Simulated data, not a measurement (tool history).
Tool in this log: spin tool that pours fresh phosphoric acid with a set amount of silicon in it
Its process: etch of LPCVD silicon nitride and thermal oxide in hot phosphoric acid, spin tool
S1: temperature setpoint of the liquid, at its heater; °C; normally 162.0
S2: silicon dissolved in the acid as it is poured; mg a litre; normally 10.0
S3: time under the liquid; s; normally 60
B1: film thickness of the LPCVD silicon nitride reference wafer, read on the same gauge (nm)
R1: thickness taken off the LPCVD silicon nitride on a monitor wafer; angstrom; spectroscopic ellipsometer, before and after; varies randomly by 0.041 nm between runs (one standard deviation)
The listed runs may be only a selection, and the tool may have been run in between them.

run 1 hour=0.0 | S1=162.0 S2=13.5 S3=60 | B1=90.00 | R1=63.1
run 2 hour=12.9 | S1=160.0 S2=10.0 S3=60 | B1=90.00 | R1=58.9
run 3 hour=28.8 | S1=162.0 S2=10.0 S3=60 | B1=90.00 | R1=63.2
run 4 hour=45.7 | S1=162.0 S2=10.0 S3=60 | B1=90.01 | R1=63.2
-- hour=53.9 thermometer replaced
run 5 hour=56.3 | S1=162.0 S2=10.0 S3=60 | B1=90.00 | R1=69.6
run 6 hour=70.6 | S1=162.0 S2=10.0 S3=60 | B1=90.01 | R1=70.5
run 7 hour=80.6 | S1=162.0 S2=10.0 S3=60 | B1=89.99 | R1=69.7
-- hour=89.2 gauge calibrated
run 8 hour=91.3 | S1=162.0 S2=10.0 S3=60 | B1=90.00 | R1=70.0
-- hour=95.9 heated supply line repaired
run 9 hour=101.9 | S1=164.0 S2=3.0 S3=60 | B1=89.97 | R1=74.0
run 10 hour=117.6 | S1=160.5 S2=3.0 S3=80 | B1=89.99 | R1=88.4
run 11 hour=124.1 | S1=162.0 S2=10.0 S3=60 | B1=90.00 | R1=69.0
run 12 hour=138.1 | S1=162.0 S2=5.5 S3=45 | B1=89.99 | R1=51.6
run 13 hour=144.2 | S1=162.0 S2=4.0 S3=60 | B1=90.03 | R1=69.9
run 14 hour=151.9 | S1=162.0 S2=10.0 S3=60 | B1=89.97 | R1=68.9
run 15 hour=163.9 | S1=162.0 S2=10.0 S3=60 | B1=90.00 | R1=69.9
run 16 hour=175.8 | S1=161.0 S2=16.5 S3=85 | B1=90.00 | R1=95.6
-- hour=177.4 dissolved silicon flow meter replaced
run 17 hour=193.6 | S1=162.0 S2=13.5 S3=60 | B1=89.99 | R1=69.5
run 18 hour=206.4 | S1=162.0 S2=10.0 S3=60 | B1=90.00 | R1=68.6
run 19 hour=221.5 | S1=162.0 S2=14.0 S3=70 | B1=90.00 | R1=79.8
run 20 hour=235.3 | S1=162.0 S2=10.0 S3=60 | B1=90.00 | R1=68.6
run 21 hour=265.1 | S1=160.0 S2=5.0 S3=75 | B1=89.99 | R1=80.1
run 22 hour=273.3 | S1=162.0 S2=6.0 S3=45 | B1=90.00 | R1=51.4
run 23 hour=289.9 | S1=161.0 S2=13.5 S3=40 | B1=90.01 | R1=44.2

The logged runs with the hidden state left out (each run's random variation unchanged):
Hidden state present: liquid colder than its thermometer reads (K); dissolved silicon flow above the setpoint (%); temperature lost on the way to the wafer (K); gauge reads high (%).
run=1 R1=69.2
run=2 R1=64.8
run=3 R1=69.5
run=4 R1=69.7
run=5 R1=69.6
run=6 R1=70.6
run=7 R1=69.9
run=8 R1=70.2
run=9 R1=74.4
run=10 R1=88.9
run=11 R1=69.4
run=12 R1=52.0
run=13 R1=70.5
run=14 R1=69.5
run=15 R1=70.5
run=16 R1=96.6
run=17 R1=70.3
run=18 R1=69.5
run=19 R1=81.0
run=20 R1=69.7
run=21 R1=81.6
run=22 R1=52.4
run=23 R1=45.1
